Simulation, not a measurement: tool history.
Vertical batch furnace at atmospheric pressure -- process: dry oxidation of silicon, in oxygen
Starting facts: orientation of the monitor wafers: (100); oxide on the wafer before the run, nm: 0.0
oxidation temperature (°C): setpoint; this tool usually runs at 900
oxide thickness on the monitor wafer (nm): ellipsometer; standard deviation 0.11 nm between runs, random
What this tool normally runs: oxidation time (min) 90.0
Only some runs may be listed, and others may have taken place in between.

| run | hour | oxidation temperature (°C) | oxidation time (min) | wafers since the last listed run | hours since the last temperature calibration | hours since the boat lift was adjusted | hours since the gauge calibration | read-back reference wafer on the same gauge, thickness | oxide thickness on the monitor wafer (nm) |
|---|---|---|---|---|---|---|---|---|---|
| 1 | 0.0 | 900 | 76.0 | 0 | 1603.2 | 868.0 | 92.9 | 28.48 | 22.07 |
| 2 | 52.0 | 900 | 76.0 | 493 | 1655.2 | 920.0 | 144.9 | 28.52 | 22.22 |
| 3 | 126.2 | 900 | 90.0 | 704 | 1729.4 | 994.2 | 219.1 | 28.51 | 24.55 |
| 4 | 180.9 | 900 | 90.0 | 519 | 1784.1 | 1048.9 | 273.8 | 28.50 | 24.54 |
| 5 | 275.2 | 900 | 90.0 | 895 | 1878.4 | 1143.2 | 368.1 | 28.49 | 24.26 |
| 6 | 369.8 | 900 | 90.0 | 898 | 1973.0 | 1237.8 | 462.7 | 28.49 | 24.26 |
| 7 | 432.8 | 900 | 90.0 | 598 | 2036.0 | 1300.8 | 525.7 | 28.50 | 24.38 |
| 8 | 502.1 | 900 | 90.0 | 658 | 2105.3 | 1370.1 | 595.0 | 28.49 | 24.35 |
| 9 | 562.5 | 920 | 111.0 | 573 | 2165.7 | 1430.5 | 655.4 | 28.50 | 34.02 |
|  | 616.8 | gauge calibrated |
|  | 638.5 | boat lift adjusted |
| 10 | 654.8 | 915 | 112.0 | 648 | 2258.0 | 16.3 | 38.0 | 28.52 | 34.31 |
|  | 685.1 | thermocouples replaced and temperature profile calibrated |
| 11 | 700.4 | 919 | 90.0 | 205 | 15.3 | 61.9 | 83.6 | 28.50 | 30.84 |
| 12 | 935.8 | 912 | 59.5 | 2236 | 250.7 | 297.3 | 319.0 | 28.52 | 21.53 |
| 13 | 1002.2 | 878 | 90.0 | 630 | 317.1 | 363.7 | 385.4 | 28.49 | 19.84 |
| 14 | 1074.9 | 900 | 90.0 | 690 | 389.8 | 436.4 | 458.1 | 28.48 | 24.92 |
| 15 | 1155.4 | 900 | 90.0 | 764 | 470.3 | 516.9 | 538.6 | 28.50 | 25.09 |
| 16 | 1228.3 | 900 | 90.0 | 692 | 543.2 | 589.8 | 611.5 | 28.51 | 25.03 |
| 17 | 1295.7 | 900 | 60.0 | 640 | 610.6 | 657.2 | 678.9 | 28.51 | 19.04 |

5 options for the next run, each taken on its own from the tool as it stands now. Forecast them:
| A | 1301.1 | 900 | 69.5 | 51 | 616.0 | 662.6 | 684.3 | ? | ? |
| B | 1301.1 | 878 | 101.5 | 51 | 616.0 | 662.6 | 684.3 | ? | ? |
| C | 1301.1 | 887 | 106.5 | 51 | 616.0 | 662.6 | 684.3 | ? | ? |
| D | 1301.1 | 875 | 68.0 | 51 | 616.0 | 662.6 | 684.3 | ? | ? |
| E | 1301.1 | 888 | 126.5 | 51 | 616.0 | 662.6 | 684.3 | ? | ? |

| run | read-back reference wafer on the same gauge, thickness | oxide thickness on the monitor wafer (nm) |
|---|---|---|
| A | 28.49 | 20.95 |
| B | 28.49 | 21.39 |
| C | 28.49 | 24.27 |
| D | 28.49 | 15.85 |
| E | 28.49 | 27.47 |
The same runs, with their run-to-run variation unchanged, on a tool lacking any hidden condition would have given:
| run | oxide thickness on the monitor wafer (nm) |
|---|---|
| A | 21.33 |
| B | 21.79 |
| C | 24.72 |
| D | 16.16 |
| E | 27.99 |
